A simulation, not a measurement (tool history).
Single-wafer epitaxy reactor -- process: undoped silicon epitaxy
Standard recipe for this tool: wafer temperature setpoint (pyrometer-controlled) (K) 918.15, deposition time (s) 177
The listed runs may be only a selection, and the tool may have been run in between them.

run   hour  wafer temperature setpoint (pyrometer-controlled) (K)  deposition time (s)  read-back reference wafer on the same gauge, thickness_nm  mean film thickness on the monitor wafer (angstrom)
  1      0                                                 918.15                  177                                                     26.205                                               271.55
  2   53.5                                                 918.15                  177                                                     26.172                                               271.42
  3   92.4                                                 918.15                  177                                                     26.174                                               271.48
  4  148.9                                                 918.15                  177                                                     26.234                                                270.5
  5  181.5                                                 918.15                  177                                                     26.211                                               271.23
  6  246.7                                                 918.15                  177                                                     26.208                                               270.82
  7  274.6                                                 918.15                  177                                                     26.184                                               271.73
  8  299.2                                                 929.15                  163                                                     26.212                                               308.24
  9  351.7                                                 929.15                  163                                                      26.21                                               307.88
 10  420.2                                                 911.15                  157                                                     26.193                                               210.55
     450.1  -- pyrometer calibrated
     452.2  -- gauge calibrated
 11    454                                                 911.15                  209                                                     26.197                                                265.2
 12    515                                                 929.15                  146                                                     26.217                                               263.26
 13  541.5                                                 918.15                  142                                                     26.216                                               208.89
 14  587.4                                                 926.15                  143                                                     26.197                                               245.03
 15  617.4                                                 908.15                  177                                                     26.182                                               213.95
 16  666.6                                                 904.15                  177                                                      26.14                                               198.65
 17  703.7                                                 918.15                  177                                                     26.226                                               262.81
 18  761.5                                                 906.15                  147                                                     26.147                                               172.93
 19  824.9                                                 918.15                  177                                                     26.214                                               264.23

For each run, what was the tool's unlogged condition?
gauge reads high (%): 0, the same for each run
H1: wafer temperature above the value expected at the setpoint (K)
run      H1
  1    2.04
  2    2.07
  3    2.08
  4     2.1
  5    2.11
  6    2.13
  7    2.14
  8    2.15
  9    2.16
 10    2.18
 11  -0.545
 12  -0.304
 13  -0.207
 14  -0.049
 15  0.0482
 16   0.198
 17   0.302
 18   0.453
 19   0.603
